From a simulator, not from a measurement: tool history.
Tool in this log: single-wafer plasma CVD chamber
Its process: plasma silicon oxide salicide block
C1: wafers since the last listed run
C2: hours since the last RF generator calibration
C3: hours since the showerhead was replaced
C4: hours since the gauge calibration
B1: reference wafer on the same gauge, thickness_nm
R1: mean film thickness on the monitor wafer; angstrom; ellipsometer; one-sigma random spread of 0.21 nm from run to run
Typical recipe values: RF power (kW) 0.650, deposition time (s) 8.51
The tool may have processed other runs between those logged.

run 1 day=0.000 | RF_power_(kW)=0.650 deposition_time_(s)=8.51 | C1=0 C2=105.7 C3=6627.2 C4=456.3 | B1=103.315 | R1=916.87
run 2 day=1.988 | RF_power_(kW)=0.650 deposition_time_(s)=8.51 | C1=1785 C2=153.4 C3=6674.9 C4=504.0 | B1=103.364 | R1=921.79
run 3 day=3.096 | RF_power_(kW)=0.650 deposition_time_(s)=8.51 | C1=995 C2=180.0 C3=6701.5 C4=530.6 | B1=103.308 | R1=915.67
run 4 day=4.388 | RF_power_(kW)=0.650 deposition_time_(s)=8.51 | C1=1160 C2=211.0 C3=6732.5 C4=561.6 | B1=103.367 | R1=916.18
run 5 day=7.108 | RF_power_(kW)=0.650 deposition_time_(s)=8.51 | C1=2443 C2=276.3 C3=6797.8 C4=626.9 | B1=103.475 | R1=917.89
run 6 day=9.508 | RF_power_(kW)=0.650 deposition_time_(s)=8.51 | C1=2155 C2=333.9 C3=6855.4 C4=684.5 | B1=103.457 | R1=919.23
run 7 day=11.954 | RF_power_(kW)=0.650 deposition_time_(s)=8.51 | C1=2196 C2=392.6 C3=6914.1 C4=743.2 | B1=103.258 | R1=916.03
run 8 day=13.508 | RF_power_(kW)=0.750 deposition_time_(s)=9.81 | C1=1395 C2=429.9 C3=6951.4 C4=780.5 | B1=103.437 | R1=1099.26
run 9 day=16.271 | RF_power_(kW)=0.650 deposition_time_(s)=8.51 | C1=2481 C2=496.2 C3=7017.7 C4=846.8 | B1=103.372 | R1=917.99
run 10 day=25.046 | RF_power_(kW)=0.650 deposition_time_(s)=8.51 | C1=7881 C2=706.8 C3=7228.3 C4=1057.4 | B1=103.469 | R1=919.42
run 11 day=26.721 | RF_power_(kW)=0.650 deposition_time_(s)=8.51 | C1=1504 C2=747.0 C3=7268.5 C4=1097.6 | B1=103.419 | R1=916.49
-- day=29.512 showerhead replaced
run 12 day=29.533 | RF_power_(kW)=0.650 deposition_time_(s)=8.51 | C1=2226 C2=814.5 C3=0.5 C4=1165.1 | B1=103.487 | R1=913.49
run 13 day=30.838 | RF_power_(kW)=0.675 deposition_time_(s)=9.32 | C1=1171 C2=845.8 C3=31.8 C4=1196.4 | B1=103.523 | R1=1016.69
-- day=33.146 gauge calibrated
run 14 day=33.400 | RF_power_(kW)=0.675 deposition_time_(s)=9.32 | C1=2301 C2=907.3 C3=93.3 C4=6.1 | B1=103.442 | R1=1016.53
run 15 day=35.479 | RF_power_(kW)=0.675 deposition_time_(s)=9.32 | C1=1867 C2=957.2 C3=143.2 C4=56.0 | B1=103.380 | R1=1011.05
run 16 day=38.175 | RF_power_(kW)=0.570 deposition_time_(s)=7.73 | C1=2421 C2=1021.9 C3=207.9 C4=120.7 | B1=103.394 | R1=802.53
run 17 day=40.588 | RF_power_(kW)=0.650 deposition_time_(s)=8.51 | C1=2166 C2=1079.8 C3=265.8 C4=178.6 | B1=103.561 | R1=917.14
run 18 day=43.054 | RF_power_(kW)=0.650 deposition_time_(s)=8.51 | C1=2215 C2=1139.0 C3=325.0 C4=237.8 | B1=103.409 | R1=920.41
-- day=49.142 RF generator calibrated
run 19 day=51.738 | RF_power_(kW)=0.650 deposition_time_(s)=8.51 | C1=7499 C2=62.3 C3=533.4 C4=446.2 | B1=103.442 | R1=919.85
run 20 day=52.738 | RF_power_(kW)=0.595 deposition_time_(s)=7.92 | C1=898 C2=86.3 C3=557.4 C4=470.2 | B1=103.418 | R1=834.83
run 21 day=54.788 | RF_power_(kW)=0.720 deposition_time_(s)=8.99 | C1=1841 C2=135.5 C3=606.6 C4=519.4 | B1=103.317 | R1=991.40
run 22 day=55.908 | RF_power_(kW)=0.705 deposition_time_(s)=9.48 | C1=1006 C2=162.4 C3=633.5 C4=546.3 | B1=103.334 | R1=1044.44
run 23 day=57.100 | RF_power_(kW)=0.580 deposition_time_(s)=9.06 | C1=1070 C2=191.0 C3=662.1 C4=574.9 | B1=103.395 | R1=943.97
run 24 day=59.800 | RF_power_(kW)=0.560 deposition_time_(s)=9.66 | C1=2425 C2=255.8 C3=726.9 C4=639.7 | B1=103.349 | R1=1004.48
run 25 day=61.646 | RF_power_(kW)=0.550 deposition_time_(s)=7.31 | C1=1657 C2=300.1 C3=771.2 C4=684.0 | B1=103.429 | R1=756.47
run 26 day=63.125 | RF_power_(kW)=0.725 deposition_time_(s)=7.87 | C1=1328 C2=335.6 C3=806.7 C4=719.5 | B1=103.363 | R1=875.95
run 27 day=65.662 | RF_power_(kW)=0.650 deposition_time_(s)=8.51 | C1=2279 C2=396.5 C3=867.6 C4=780.4 | B1=103.395 | R1=920.46
run 28 day=67.442 | RF_power_(kW)=0.650 deposition_time_(s)=8.51 | C1=1598 C2=439.2 C3=910.3 C4=823.1 | B1=103.354 | R1=919.00
run 29 day=70.304 | RF_power_(kW)=0.650 deposition_time_(s)=9.84 | C1=2571 C2=507.9 C3=979.0 C4=891.8 | B1=103.383 | R1=1062.57
run 30 day=71.692 | RF_power_(kW)=0.550 deposition_time_(s)=9.00 | C1=1246 C2=541.2 C3=1012.3 C4=925.1 | B1=103.494 | R1=933.91
run 31 day=72.725 | RF_power_(kW)=0.750 deposition_time_(s)=9.81 | C1=928 C2=566.0 C3=1037.1 C4=949.9 | B1=103.430 | R1=1096.11
run 32 day=74.108 | RF_power_(kW)=0.615 deposition_time_(s)=7.25 | C1=1242 C2=599.2 C3=1070.3 C4=983.1 | B1=103.398 | R1=775.11
run 33 day=76.400 | RF_power_(kW)=0.710 deposition_time_(s)=8.97 | C1=2058 C2=654.2 C3=1125.3 C4=1038.1 | B1=103.397 | R1=994.01
-- day=78.067 gauge calibrated
run 34 day=78.829 | RF_power_(kW)=0.760 deposition_time_(s)=10.18 | C1=2181 C2=712.5 C3=1183.6 C4=18.3 | B1=103.419 | R1=1143.54
run 35 day=81.046 | RF_power_(kW)=0.525 deposition_time_(s)=7.96 | C1=1991 C2=765.7 C3=1236.8 C4=71.5 | B1=103.334 | R1=813.24
run 36 day=83.438 | RF_power_(kW)=0.560 deposition_time_(s)=6.83 | C1=2148 C2=823.1 C3=1294.2 C4=128.9 | B1=103.351 | R1=707.80
run 37 day=85.446 | RF_power_(kW)=0.700 deposition_time_(s)=6.92 | C1=1803 C2=871.3 C3=1342.4 C4=177.1 | B1=103.362 | R1=761.81

Alternative continuations, all from the tool just after run 37; predict every row:
run A day=85.462 | RF_power_(kW)=0.650 deposition_time_(s)=6.84 | C1=14 C2=871.7 C3=1342.8 C4=177.5 | B1=? | R1=?
run B day=85.462 | RF_power_(kW)=0.540 deposition_time_(s)=8.51 | C1=14 C2=871.7 C3=1342.8 C4=177.5 | B1=? | R1=?
run C day=85.462 | RF_power_(kW)=0.775 deposition_time_(s)=8.51 | C1=14 C2=871.7 C3=1342.8 C4=177.5 | B1=? | R1=?
run D day=85.462 | RF_power_(kW)=0.545 deposition_time_(s)=8.51 | C1=14 C2=871.7 C3=1342.8 C4=177.5 | B1=? | R1=?

run=A B1=103.295 R1=739.36
run=B B1=103.295 R1=876.81
run=C B1=103.295 R1=963.70
run=D B1=103.295 R1=878.88
With the hidden condition removed and each run's random variation left untouched, the same runs would have given:
run=A R1=739.36
run=B R1=876.81
run=C R1=963.70
run=D R1=878.88
